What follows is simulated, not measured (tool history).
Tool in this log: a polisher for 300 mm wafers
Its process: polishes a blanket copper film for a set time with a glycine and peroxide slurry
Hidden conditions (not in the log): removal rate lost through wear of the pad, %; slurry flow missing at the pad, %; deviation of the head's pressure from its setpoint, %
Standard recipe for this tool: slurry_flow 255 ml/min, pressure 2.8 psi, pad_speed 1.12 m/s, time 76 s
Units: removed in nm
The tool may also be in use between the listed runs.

run   hour  slurry_flow  pressure  pad_speed  time  wafers since the last listed run  wafers polished on this pad  hours since the slurry nozzle was cleaned  hours since the head pressure was calibrated  incoming thickness of the incoming film, nm  removed
  1    0.0          255       2.8       1.12    76                                 0                          250                                       15.1                                         122.7                                       1328.0    476.2
  2   33.0          255       2.8       1.12    86                               295                          545                                       48.1                                         155.7                                       1327.1    549.7
  3   47.9          255       2.8       1.12    76                               133                          678                                       63.0                                         170.6                                       1328.1    492.4
  4   61.1          255       2.8       1.12    76                               118                          797                                       76.2                                         183.8                                       1308.4    474.7
  5   78.3          255       2.8       1.12    76                               153                          951                                       93.4                                         201.0                                       1304.7    472.9
  6   99.7          255       2.8       1.12    64                               191                         1142                                      114.8                                         222.4                                       1324.0    397.3
  7  113.1          255       2.8       1.00    76                               119                         1262                                      128.2                                         235.8                                       1335.3    463.2
  8  125.5          255       2.8       1.12    76                               111                         1373                                      140.6                                         248.2                                       1326.0    496.1
  9  155.7          255       2.8       1.12    76                               270                         1643                                      170.8                                         278.4                                       1333.6    497.1
     171.6  -- worn pad replaced by a new one, of another model than before
 10  187.9          255       2.8       1.12    76                               252                          146                                      203.0                                         310.6                                       1299.3    493.3
 11  199.9          255       2.8       1.12    96                               107                          253                                      215.0                                         322.6                                       1307.0    614.6
     223.8  -- slurry nozzle cleaned
 12  224.7          255       2.8       1.12    96                               213                          466                                        0.9                                         347.4                                       1318.7    633.8
 13  243.8          255       2.8       1.12    96                               170                          637                                       20.0                                         366.5                                       1302.7    631.2
 14  261.2          255       2.1       1.12    76                               155                          793                                       37.4                                         383.9                                       1317.4    395.7
 15  284.1          255       2.8       1.12    76                               204                          998                                       60.3                                         406.8                                       1293.0    510.9
 16  336.0          300       2.8       1.12    54                               464                         1462                                      112.2                                         458.7                                       1317.3    372.6
 17  371.8          255       2.8       1.12    96                               320                         1783                                      148.0                                         494.5                                       1314.1    638.6
     388.2  -- worn pad replaced by a new one
 18  403.7          255       2.8       1.12    76                               249                          139                                      179.9                                         526.4                                       1318.9    510.2
     430.2  -- slurry nozzle cleaned
 19  435.4          315       2.4       1.12    57                               274                          413                                        5.2                                         558.1                                       1332.7    346.0
 20  456.9          255       2.3       1.12    76                               192                          606                                       26.7                                         579.6                                       1291.1    439.3
 21  485.0          255       2.8       1.52   102                               251                          857                                       54.8                                         607.7                                       1316.8    907.9
     507.0  -- head pressure recalibrated
 22  510.1          255       2.4       0.88    76                               206                         1064                                       79.9                                           3.1                                       1336.8    350.5
 23  591.7          255       2.8       1.12    76                               730                         1795                                      161.5                                          84.7                                       1306.0    469.1
     603.9  -- worn pad replaced by a new one
 24  633.9          195       1.9       1.12    76                               341                          268                                      203.7                                         126.9                                       1323.8    341.4
 25  657.0          230       2.8       1.12    76                               206                          475                                      226.8                                         150.0                                       1302.4    489.8
     666.3  -- slurry nozzle cleaned
 26  683.3          180       2.8       1.12    76                               226                          701                                       17.0                                         176.3                                       1345.7    467.6
 27  698.3          290       3.2       1.50    57                               134                          835                                       32.0                                         191.3                                       1328.5    521.4
 28  714.3          255       2.8       1.44    76                               143                          979                                       48.0                                         207.3                                       1326.2    608.3
 29  787.7          225       3.5       1.12    76                               657                         1636                                      121.4                                         280.7                                       1306.1    597.1
 30  806.7          255       2.8       1.12    76                               170                         1806                                      140.4                                         299.7                                       1331.2    498.3
     835.3  -- worn pad replaced by a new one
 31  836.9          255       3.3       1.12    64                               234                           14                                      170.6                                         329.9                                       1312.7    491.8
 32  851.0          255       3.2       1.22    76                               126                          140                                      184.7                                         344.0                                       1330.6    609.3
 33  863.2          215       2.2       0.84    51                               109                          249                                      196.9                                         356.2                                       1309.7    221.9
 34  884.7          300       3.4       1.50    55                               192                          442                                      218.4                                         377.7                                       1349.6    570.0
     893.6  -- slurry nozzle cleaned
 35  915.2          220       3.3       1.12    76                               264                          706                                       21.6                                         408.2                                       1332.1    592.0
 36  935.6          255       2.5       1.12    52                               182                          888                                       42.0                                         428.6                                       1302.9    319.3

Forecast each of these 5 alternatives for the next run:
  A  936.0          255       3.3       1.12    76                                 3                          892                                       42.4                                         429.0                                       1299.8        ?
  B  936.0          255       3.6       1.12   101                                 3                          892                                       42.4                                         429.0                                       1299.8        ?
  C  936.0          255       2.8       0.86    76                                 3                          892                                       42.4                                         429.0                                       1299.8        ?
  D  936.0          325       2.8       1.48    96                                 3                          892                                       42.4                                         429.0                                       1299.8        ?
  E  936.0          300       2.8       1.42    91                                 3                          892                                       42.4                                         429.0                                       1299.8        ?

run  removed
  A    598.1
  B    860.2
  C    426.8
  D    824.1
  E    751.4
What these runs would have given with no unlogged condition in the tool:
run  removed
  A    549.2
  B    789.1
  C    393.9
  D    756.1
  E    689.7

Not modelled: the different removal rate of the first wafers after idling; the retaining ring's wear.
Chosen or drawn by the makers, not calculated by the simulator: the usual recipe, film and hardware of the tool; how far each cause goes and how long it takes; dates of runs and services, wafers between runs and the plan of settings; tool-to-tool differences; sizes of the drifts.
